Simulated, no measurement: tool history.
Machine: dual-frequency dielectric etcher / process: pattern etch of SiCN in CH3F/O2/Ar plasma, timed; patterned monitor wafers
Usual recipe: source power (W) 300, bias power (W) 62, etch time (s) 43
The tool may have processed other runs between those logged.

| run | hour | source power (W) | bias power (W) | etch time (s) | read-back reference wafer on the same gauge, depth_nm | mean etch depth across the wafer (angstrom) |
|---|---|---|---|---|---|---|
| 1 | 0 | 300 | 62 | 43 | 13.59 | 118.7 |
| 2 | 13.8 | 300 | 62 | 43 | 13.63 | 117.3 |
| 3 | 31.5 | 300 | 62 | 39 | 13.62 | 106.8 |
| 4 | 38.1 | 300 | 62 | 43 | 13.61 | 118.1 |
| 5 | 53.9 | 300 | 62 | 43 | 13.59 | 116.8 |
| 6 | 69.6 | 300 | 62 | 43 | 13.59 | 118.2 |
| 7 | 76.8 | 300 | 62 | 43 | 13.6 | 116.6 |
|  | 83.2 | gauge calibrated |
|  | 102.4 | wet clean of the chamber |
| 8 | 102.9 | 300 | 62 | 43 | 13.61 | 123.3 |
| 9 | 103.2 | 300 | 62 | 43 | 13.6 | 121.9 |
| 10 | 109.1 | 300 | 62 | 43 | 13.61 | 122 |
| 11 | 115.7 | 280 | 78 | 35.5 | 13.62 | 108.6 |
| 12 | 126.3 | 300 | 62 | 43 | 13.61 | 122.3 |
|  | 138.7 | bias power generator calibrated |
|  | 150.6 | source power generator calibrated |
|  | 169.6 | upper electrode replaced |
| 13 | 170.1 | 300 | 71 | 43 | 13.6 | 128.2 |
| 14 | 181.6 | 300 | 62 | 43 | 13.59 | 122.3 |
| 15 | 192.4 | 300 | 62 | 43 | 13.6 | 121.8 |
|  | 203.6 | gauge calibrated |
| 16 | 205.1 | 300 | 62 | 43 | 13.58 | 122 |
| 17 | 216.2 | 300 | 62 | 52 | 13.61 | 146.9 |
| 18 | 222.3 | 230 | 54 | 49 | 13.6 | 122.9 |
| 19 | 235.6 | 300 | 73 | 35 | 13.62 | 104.9 |
| 20 | 246.6 | 300 | 58 | 43 | 13.59 | 118.8 |

Measured minus without-hidden-state, run by run (identical run-to-run variation in each term; gauge scatter may differ):
What the log doesn't record here: etch rate over this chamber's usual, %; source power that arrives over what is set, %; bias power that arrives over what is set, %; gauge reads high (%).
| run | mean etch depth across the wafer (angstrom) |
|---|---|
| 1 | -4.8 |
| 2 | -4.9 |
| 3 | -4.7 |
| 4 | -5.3 |
| 5 | -5.4 |
| 6 | -5.8 |
| 7 | -5.8 |
| 8 | -0.2 |
| 9 | -0.2 |
| 10 | -0.3 |
| 11 | -0.4 |
| 12 | -0.5 |
| 13 | -1.1 |
| 14 | -1.3 |
| 15 | -1.5 |
| 16 | -1.6 |
| 17 | -2.1 |
| 18 | -1.8 |
| 19 | -1.8 |
| 20 | -2.1 |
